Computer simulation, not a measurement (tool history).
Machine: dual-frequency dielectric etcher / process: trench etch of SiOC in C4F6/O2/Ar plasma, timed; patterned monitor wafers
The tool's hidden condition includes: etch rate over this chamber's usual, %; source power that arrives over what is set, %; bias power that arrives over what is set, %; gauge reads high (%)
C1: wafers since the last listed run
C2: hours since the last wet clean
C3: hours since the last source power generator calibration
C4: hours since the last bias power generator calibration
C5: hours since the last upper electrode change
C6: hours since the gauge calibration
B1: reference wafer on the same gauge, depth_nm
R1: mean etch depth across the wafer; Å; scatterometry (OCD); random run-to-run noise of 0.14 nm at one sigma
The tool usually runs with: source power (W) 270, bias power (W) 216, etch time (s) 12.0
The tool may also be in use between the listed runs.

run 1 hour=0.0 | source_power_(W)=290 bias_power_(W)=216 etch_time_(s)=12.0 | C1=0 C2=94.7 C3=3264.9 C4=1326.7 C5=3700.0 C6=52.4 | B1=17.62 | R1=224.5
run 2 hour=236.0 | source_power_(W)=290 bias_power_(W)=216 etch_time_(s)=12.0 | C1=4022 C2=330.7 C3=3500.9 C4=1562.7 C5=3936.0 C6=288.4 | B1=17.59 | R1=223.6
run 3 hour=300.8 | source_power_(W)=250 bias_power_(W)=216 etch_time_(s)=12.0 | C1=1104 C2=395.5 C3=3565.7 C4=1627.5 C5=4000.8 C6=353.2 | B1=17.58 | R1=212.1
run 4 hour=377.8 | source_power_(W)=250 bias_power_(W)=216 etch_time_(s)=12.0 | C1=1312 C2=472.5 C3=3642.7 C4=1704.5 C5=4077.8 C6=430.2 | B1=17.61 | R1=211.8
-- hour=456.8 wet clean of the chamber
run 5 hour=594.2 | source_power_(W)=220 bias_power_(W)=216 etch_time_(s)=12.0 | C1=3279 C2=137.4 C3=3859.1 C4=1920.9 C5=4294.2 C6=646.6 | B1=17.62 | R1=203.4
-- hour=607.1 bias power generator calibrated
run 6 hour=653.4 | source_power_(W)=220 bias_power_(W)=216 etch_time_(s)=12.0 | C1=940 C2=196.6 C3=3918.3 C4=46.3 C5=4353.4 C6=705.8 | B1=17.59 | R1=200.7
run 7 hour=708.7 | source_power_(W)=220 bias_power_(W)=216 etch_time_(s)=12.0 | C1=942 C2=251.9 C3=3973.6 C4=101.6 C5=4408.7 C6=761.1 | B1=17.57 | R1=202.8
run 8 hour=840.3 | source_power_(W)=230 bias_power_(W)=216 etch_time_(s)=12.0 | C1=2243 C2=383.5 C3=4105.2 C4=233.2 C5=4540.3 C6=892.7 | B1=17.58 | R1=205.4
-- hour=844.6 source power generator calibrated
run 9 hour=928.9 | source_power_(W)=330 bias_power_(W)=185 etch_time_(s)=9.5 | C1=1442 C2=472.1 C3=84.3 C4=321.8 C5=4628.9 C6=981.3 | B1=17.61 | R1=172.9
run 10 hour=988.7 | source_power_(W)=270 bias_power_(W)=259 etch_time_(s)=9.5 | C1=1019 C2=531.9 C3=144.1 C4=381.6 C5=4688.7 C6=1041.1 | B1=17.60 | R1=190.7
-- hour=1017.6 gauge calibrated
run 11 hour=1058.1 | source_power_(W)=330 bias_power_(W)=176 etch_time_(s)=10.5 | C1=1182 C2=601.3 C3=213.5 C4=451.0 C5=4758.1 C6=40.5 | B1=17.60 | R1=188.9
-- hour=1087.8 upper electrode replaced
-- hour=1091.0 wet clean of the chamber
run 12 hour=1101.2 | source_power_(W)=270 bias_power_(W)=270 etch_time_(s)=12.0 | C1=270 C2=10.2 C3=256.6 C4=494.1 C5=13.4 C6=83.6 | B1=17.55 | R1=240.9
run 13 hour=1155.8 | source_power_(W)=270 bias_power_(W)=216 etch_time_(s)=12.0 | C1=930 C2=64.8 C3=311.2 C4=548.7 C5=68.0 C6=138.2 | B1=17.61 | R1=218.2
run 14 hour=1330.2 | source_power_(W)=270 bias_power_(W)=216 etch_time_(s)=12.0 | C1=2972 C2=239.2 C3=485.6 C4=723.1 C5=242.4 C6=312.6 | B1=17.62 | R1=219.9
run 15 hour=1434.4 | source_power_(W)=220 bias_power_(W)=234 etch_time_(s)=14.5 | C1=1776 C2=343.4 C3=589.8 C4=827.3 C5=346.6 C6=416.8 | B1=17.59 | R1=252.2

4 ways to go on from here, each from the tool as it stands after run 15. What would each give?
run A hour=1434.8 | source_power_(W)=270 bias_power_(W)=216 etch_time_(s)=12.0 | C1=6 C2=343.8 C3=590.2 C4=827.7 C5=347.0 C6=417.2 | B1=? | R1=?
run B hour=1434.8 | source_power_(W)=210 bias_power_(W)=241 etch_time_(s)=12.0 | C1=6 C2=343.8 C3=590.2 C4=827.7 C5=347.0 C6=417.2 | B1=? | R1=?
run C hour=1434.8 | source_power_(W)=270 bias_power_(W)=233 etch_time_(s)=11.0 | C1=6 C2=343.8 C3=590.2 C4=827.7 C5=347.0 C6=417.2 | B1=? | R1=?
run D hour=1434.8 | source_power_(W)=270 bias_power_(W)=216 etch_time_(s)=13.5 | C1=6 C2=343.8 C3=590.2 C4=827.7 C5=347.0 C6=417.2 | B1=? | R1=?

run=A B1=17.54 R1=217.9
run=B B1=17.54 R1=208.7
run=C B1=17.54 R1=206.8
run=D B1=17.54 R1=245.1
Without the tool's unlogged condition, the same runs would have read:
run=A R1=217.9
run=B R1=208.7
run=C R1=206.8
run=D R1=245.1
